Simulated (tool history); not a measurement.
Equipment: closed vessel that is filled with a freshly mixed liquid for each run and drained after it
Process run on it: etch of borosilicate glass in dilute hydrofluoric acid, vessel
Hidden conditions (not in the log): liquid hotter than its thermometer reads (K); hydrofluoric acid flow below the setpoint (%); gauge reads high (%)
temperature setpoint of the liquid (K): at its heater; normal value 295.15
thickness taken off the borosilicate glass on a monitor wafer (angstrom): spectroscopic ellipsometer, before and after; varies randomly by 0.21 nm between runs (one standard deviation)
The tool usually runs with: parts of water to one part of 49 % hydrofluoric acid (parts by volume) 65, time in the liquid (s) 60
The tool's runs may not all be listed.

| run | hour | temperature setpoint of the liquid (K) | parts of water to one part of 49 % hydrofluoric acid (parts by volume) | time in the liquid (s) | wafers since the last listed run | hours since the thermometer was replaced | hours since the hydrofluoric acid flow meter was replaced | hours since the gauge calibration | read-back film thickness of the borosilicate glass reference wafer, read on the same gauge (nm) | thickness taken off the borosilicate glass on a monitor wafer (angstrom) |
|---|---|---|---|---|---|---|---|---|---|---|
| 1 | 0 | 295.15 | 65 | 60 | 0 | 1202.6 | 1946.7 | 223.7 | 130.02 | 328 |
| 2 | 14.6 | 295.15 | 65 | 60 | 1524 | 1217.2 | 1961.3 | 238.3 | 130 | 327.1 |
| 3 | 29.8 | 295.15 | 65 | 60 | 1586 | 1232.4 | 1976.5 | 253.5 | 130.01 | 330 |
| 4 | 43.9 | 295.15 | 65 | 60 | 1472 | 1246.5 | 1990.6 | 267.6 | 129.99 | 326.6 |
| 5 | 61 | 295.15 | 65 | 60 | 1785 | 1263.6 | 2007.7 | 284.7 | 129.99 | 330 |
| 6 | 69.3 | 295.15 | 65 | 60 | 866 | 1271.9 | 2016 | 293 | 130.01 | 326 |
| 7 | 81.2 | 295.15 | 80 | 45 | 1242 | 1283.8 | 2027.9 | 304.9 | 129.98 | 195.7 |
| 8 | 94.5 | 295.15 | 80 | 45 | 1388 | 1297.1 | 2041.2 | 318.2 | 129.99 | 196.4 |
| 9 | 105.9 | 295.15 | 80 | 45 | 1190 | 1308.5 | 2052.6 | 329.6 | 130.02 | 196.9 |
| 10 | 121.4 | 295.15 | 45 | 60 | 1618 | 1324 | 2068.1 | 345.1 | 129.99 | 490.9 |
| 11 | 131.8 | 295.15 | 45 | 60 | 1085 | 1334.4 | 2078.5 | 355.5 | 130 | 492.3 |
| 12 | 145.7 | 295.15 | 45 | 60 | 1451 | 1348.3 | 2092.4 | 369.4 | 129.98 | 487.4 |
|  | 147.5 | thermometer replaced |
| 13 | 185.1 | 295.15 | 65 | 85 | 4008 | 37.6 | 2131.8 | 408.8 | 130 | 422.9 |
| 14 | 195.5 | 295.15 | 65 | 85 | 1085 | 48 | 2142.2 | 419.2 | 130.03 | 419.6 |
| 15 | 213.3 | 295.15 | 65 | 85 | 1858 | 65.8 | 2160 | 437 | 130.02 | 420.1 |
| 16 | 227.7 | 295.15 | 55 | 60 | 1503 | 80.2 | 2174.4 | 451.4 | 130.01 | 353.2 |

The next listed run, before its measurement:
| 17 | 237.4 | 295.15 | 65 | 60 | 1012 | 89.9 | 2184.1 | 461.1 | ? | ? |

Logged for run 17: read-back film thickness of the borosilicate glass reference wafer, read on the same gauge (nm) 130.03, thickness taken off the borosilicate glass on a monitor wafer (angstrom) 295.4.
On a tool with no hidden condition, and with the same random variation, this run would have come out at thickness taken off the borosilicate glass on a monitor wafer (angstrom) 343.1.
